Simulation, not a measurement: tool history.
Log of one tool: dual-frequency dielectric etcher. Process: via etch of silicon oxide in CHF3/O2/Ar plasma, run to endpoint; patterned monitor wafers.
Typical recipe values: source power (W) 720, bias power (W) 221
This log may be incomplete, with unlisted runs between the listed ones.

run,hour,source power (W),bias power (W),"incoming incoming film thickness, nm",endpoint time (s)
1,0.0,720,221,665.6,283.1
2,59.4,720,221,660.1,279.3
3,130.8,720,238,663.4,272.0
4,189.1,790,221,666.0,272.8
5,215.6,790,221,663.0,270.4
6,248.9,790,221,661.9,268.8
# hour 299.0: wet clean of the chamber
7,302.7,720,189,667.6,309.4
8,345.5,720,189,663.8,305.8
9,410.0,720,189,656.7,299.4
10,480.3,720,221,667.9,283.6
11,524.0,720,221,666.0,280.6
12,556.2,720,185,655.9,299.9
13,599.9,720,179,660.4,306.0
# hour 640.1: upper electrode replaced
# hour 647.7: source power generator calibrated
14,650.8,720,179,661.5,305.4
15,700.9,720,179,659.8,303.9
16,757.0,720,178,659.0,303.0
# hour 812.5: wet clean of the chamber
17,825.7,660,221,664.0,289.5
18,888.7,720,189,666.6,302.5
19,958.6,860,193,667.6,284.9
20,993.8,720,221,667.4,279.4
# hour 1013.3: bias power generator calibrated
21,1027.1,820,167,660.5,309.7
22,1053.7,880,275,667.7,243.5
23,1090.8,770,221,666.1,277.5
24,1134.7,640,221,663.6,289.4
25,1182.6,600,254,666.1,273.7
# hour 1227.3: wet clean of the chamber
26,1227.8,630,201,667.5,314.9
27,1413.4,720,221,660.6,280.6
28,1608.8,810,182,664.1,293.6
# hour 1675.8: wet clean of the chamber
29,1676.3,720,221,666.4,285.9
30,1708.9,810,194,668.5,294.3
31,1773.4,720,221,660.0,280.0
32,1825.8,540,172,659.7,339.7
33,1862.0,720,221,666.5,281.9
34,1933.4,630,199,662.4,303.6

Here are 5 independent what-if runs from the current tool condition. What would each one return?
A,1933.9,720,221,665.2,?
B,1933.9,860,270,665.2,?
C,1933.9,890,221,665.2,?
D,1933.9,880,239,665.2,?
E,1933.9,620,170,665.2,?

run,endpoint time (s)
A,277.6
B,241.3
C,261.9
D,253.4
E,327.0
Without the tool's hidden state the same runs would have given:
run,endpoint time (s)
A,286.0
B,248.7
C,269.8
D,261.2
E,336.7

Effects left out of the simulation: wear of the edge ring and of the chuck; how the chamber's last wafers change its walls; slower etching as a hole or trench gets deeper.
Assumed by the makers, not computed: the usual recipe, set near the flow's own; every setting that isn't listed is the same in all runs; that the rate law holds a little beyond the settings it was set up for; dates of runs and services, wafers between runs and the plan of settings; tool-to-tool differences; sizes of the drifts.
